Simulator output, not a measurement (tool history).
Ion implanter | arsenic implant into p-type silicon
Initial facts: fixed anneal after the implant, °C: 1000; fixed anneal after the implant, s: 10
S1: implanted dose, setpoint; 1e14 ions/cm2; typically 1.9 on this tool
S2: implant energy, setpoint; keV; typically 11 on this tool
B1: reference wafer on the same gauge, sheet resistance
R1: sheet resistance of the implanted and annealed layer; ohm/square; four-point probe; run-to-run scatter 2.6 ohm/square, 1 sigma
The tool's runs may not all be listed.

run 1 day=0 | S1=1.9 S2=11 | B1=456.08 | R1=459.76
run 2 day=1.029 | S1=1.9 S2=11 | B1=456.57 | R1=453.6
run 3 day=1.875 | S1=1.9 S2=11 | B1=457.26 | R1=458.12
run 4 day=3.092 | S1=1.9 S2=11 | B1=456.14 | R1=455.68
run 5 day=4.408 | S1=1.9 S2=11 | B1=455.62 | R1=457.41
run 6 day=5.117 | S1=1.9 S2=11 | B1=455.47 | R1=460.69
run 7 day=6.408 | S1=1.9 S2=11 | B1=455.77 | R1=451.82
run 8 day=7.021 | S1=1.9 S2=11 | B1=456.95 | R1=458.59
run 9 day=7.692 | S1=1.9 S2=11 | B1=455.89 | R1=458.91
run 10 day=8.271 | S1=1.9 S2=11 | B1=456.32 | R1=457.28
run 11 day=9.696 | S1=1.9 S2=11 | B1=455.27 | R1=457.19
run 12 day=10.646 | S1=1.9 S2=11 | B1=455.76 | R1=460.37
-- day=11.221 Faraday cup replaced and dose calibrated
run 13 day=12.112 | S1=1.9 S2=12 | B1=456.42 | R1=451.1
-- day=12.996 gauge calibrated
run 14 day=13.508 | S1=1.9 S2=11 | B1=455.59 | R1=455.27
-- day=14.621 extraction supply calibrated
run 15 day=14.925 | S1=1.71 S2=14.5 | B1=455.94 | R1=481.36
run 16 day=16.058 | S1=1.9 S2=11 | B1=455.98 | R1=456.27
run 17 day=16.779 | S1=2.41 S2=7.5 | B1=456.28 | R1=399.63
run 18 day=17.646 | S1=2.4 S2=14.5 | B1=454.93 | R1=368.01
run 19 day=21.75 | S1=1.74 S2=14.5 | B1=455.45 | R1=470.29
run 20 day=22.825 | S1=1.59 S2=14 | B1=455.95 | R1=507.66
run 21 day=24.058 | S1=2.37 S2=11 | B1=455.95 | R1=385.17
run 22 day=24.942 | S1=1.9 S2=11 | B1=455.78 | R1=457.24

Alternative continuations, all from the tool just after run 22; predict every row:
run A day=24.958 | S1=1.5 S2=11 | B1=? | R1=?
run B day=24.958 | S1=1.9 S2=9 | B1=? | R1=?
run C day=24.958 | S1=1.74 S2=7.5 | B1=? | R1=?

run=A B1=455.88 R1=546.38
run=B B1=455.88 R1=468.94
run=C B1=455.88 R1=512.16
Without the tool's unlogged condition, the same runs would have read:
run=A R1=546.38
run=B R1=468.94
run=C R1=512.16
